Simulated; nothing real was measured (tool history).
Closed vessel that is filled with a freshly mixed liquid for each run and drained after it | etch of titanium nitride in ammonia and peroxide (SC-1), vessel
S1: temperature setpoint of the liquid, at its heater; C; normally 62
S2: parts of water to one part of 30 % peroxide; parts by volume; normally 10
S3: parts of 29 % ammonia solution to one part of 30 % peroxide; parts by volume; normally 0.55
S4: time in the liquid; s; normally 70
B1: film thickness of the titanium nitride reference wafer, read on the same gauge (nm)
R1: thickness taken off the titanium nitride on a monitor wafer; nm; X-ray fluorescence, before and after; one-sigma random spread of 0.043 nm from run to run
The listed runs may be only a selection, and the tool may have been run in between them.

run	hour	S1	S2	S3	S4	B1	R1
1	0	62	10	0.55	70	152.52	6.59
2	41.1	62	10	0.55	70	152.85	6.71
# hour 75.2: new drum of ammonia solution connected
3	75.7	62	10	0.55	70	153.08	6.71
4	117.1	62	10	0.55	70	153.43	6.69
5	172	62	11.5	0.55	70	153.88	6.21
6	202.4	62	11.5	0.55	70	154.16	6.17
7	230.7	62	11.5	0.55	70	154.42	6.28
8	257.4	62	10	0.55	70	154.68	6.72
9	325.9	62	10	0.55	70	155.36	6.78
10	358.8	53.5	13.5	0.65	70	155.72	3.4
11	385.9	62	10	0.75	70	156.01	7.18
# hour 438.3: thermometer replaced
12	448.7	69.5	10	0.55	90	156.75	14.11
13	501.1	62	10	0.55	100	157.38	9.75
14	549.9	70	10	0.45	70	157.98	11.03
# hour 565.3: gauge calibrated
15	608.7	62	10	0.55	70	150.24	6.5
16	656.1	65.5	15	0.4	90	150.29	8.08
17	723.6	62	10	0.55	70	150.37	6.57
18	771.2	70	10	0.55	30	150.47	4.66
19	807.2	70	14	0.4	45	150.51	5.55
20	836	70	10	0.55	40	150.62	6.18

Run 21 comes next. What will it give?
21	881.9	68.5	12	0.85	70	?	?

B1: 150.81
R1: 9.72 nm
On a tool with no hidden condition, and with the same random variation, this run would have come out at R1 9.67 nm.
